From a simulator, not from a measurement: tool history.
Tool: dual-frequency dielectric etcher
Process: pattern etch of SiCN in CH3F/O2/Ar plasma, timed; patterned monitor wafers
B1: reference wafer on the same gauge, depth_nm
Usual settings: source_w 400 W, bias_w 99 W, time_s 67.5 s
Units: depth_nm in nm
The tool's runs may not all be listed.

Run 1, day 0: usual settings but bias_w 87 W; B1 30.27. Result: depth_nm 27.43 nm.
Run 2, day 0.454: usual settings but bias_w 87 W; B1 30.3. Result: depth_nm 27.4 nm.
Run 3, day 0.842: usual settings; B1 30.32. Result: depth_nm 29.33 nm.
At day 1.025: source power generator calibrated.
Run 4, day 1.104: usual settings; B1 30.31. Result: depth_nm 29.32 nm.
Run 5, day 1.775: usual settings; B1 30.26. Result: depth_nm 29.4 nm.
At day 2.217: bias power generator calibrated.
At day 4.45: upper electrode replaced.
At day 4.65: wet clean of the chamber.
Run 6, day 4.671: usual settings; B1 30.31. Result: depth_nm 30.44 nm.
Run 7, day 4.683: usual settings but source_w 420 W; B1 30.3. Result: depth_nm 30.83 nm.
Run 8, day 4.817: usual settings but time_s 61 s; B1 30.34. Result: depth_nm 27.34 nm.
Run 9, day 5.429: usual settings but bias_w 91 W, time_s 60 s; B1 30.31. Result: depth_nm 25.81 nm.
Run 10, day 5.967: usual settings but source_w 490 W, bias_w 110 W, time_s 79.5 s; B1 30.33. Result: depth_nm 40.7 nm.
Run 11, day 6.579: usual settings but source_w 460 W, bias_w 87 W, time_s 83 s; B1 30.35. Result: depth_nm 36.8 nm.
Run 12, day 6.858: usual settings but source_w 320 W, bias_w 120 W, time_s 55.5 s; B1 30.31. Result: depth_nm 25.15 nm.
Run 13, day 7.15: usual settings but source_w 480 W, time_s 58 s; B1 30.33. Result: depth_nm 27.98 nm.
At day 8.329: wet clean of the chamber, repeated, since the last time left the tool worse.
Run 14, day 8.35: usual settings; B1 30.3. Result: depth_nm 28.42 nm.
Run 15, day 8.362: usual settings; B1 30.28. Result: depth_nm 28.45 nm.
At day 8.621: gauge calibrated.
Run 16, day 8.971: usual settings; B1 30.29. Result: depth_nm 28.54 nm.
Run 17, day 10: usual settings but source_w 320 W, bias_w 78 W, time_s 62 s; B1 30.33. Result: depth_nm 21.25 nm.
Run 18, day 10.717: usual settings but bias_w 117 W, time_s 78.5 s; B1 30.3. Result: depth_nm 36.21 nm.
Run 19, day 11.129: usual settings but bias_w 89 W, time_s 80 s; B1 30.3. Result: depth_nm 32.19 nm.
Run 20, day 11.521: usual settings but source_w 460 W, bias_w 87 W, time_s 83 s; B1 30.31. Result: depth_nm 34.94 nm.
Run 21, day 11.817: usual settings but bias_w 120 W, time_s 58 s; B1 30.32. Result: depth_nm 26.93 nm.
Run 22, day 12.5: usual settings but source_w 310 W, bias_w 115 W, time_s 86.5 s; B1 30.36. Result: depth_nm 35.97 nm.
Run 23, day 13.129: usual settings but bias_w 119 W, time_s 84 s; B1 30.31. Result: depth_nm 39.27 nm.
Run 24, day 13.438: usual settings but source_w 480 W, time_s 56.5 s; B1 30.32. Result: depth_nm 25.64 nm.
Run 25, day 13.733: usual settings but source_w 330 W; B1 30.33. Result: depth_nm 26.58 nm.
Run 26, day 14.121: usual settings but source_w 460 W, time_s 51 s; B1 30.29. Result: depth_nm 22.89 nm.
Run 27, day 16.317: usual settings but time_s 77 s; B1 30.26. Result: depth_nm 32.92 nm.
Run 28, day 16.796: usual settings; B1 30.3. Result: depth_nm 28.74 nm.

The next listed run, before its measurement:
Run 29, day 17.233: usual settings but time_s 48.5 s; B1 ?. Result: depth_nm ?.

B1: 30.28
depth_nm: 20.69 nm
Without the tool's hidden state the same run would have given depth_nm 20.49 nm.

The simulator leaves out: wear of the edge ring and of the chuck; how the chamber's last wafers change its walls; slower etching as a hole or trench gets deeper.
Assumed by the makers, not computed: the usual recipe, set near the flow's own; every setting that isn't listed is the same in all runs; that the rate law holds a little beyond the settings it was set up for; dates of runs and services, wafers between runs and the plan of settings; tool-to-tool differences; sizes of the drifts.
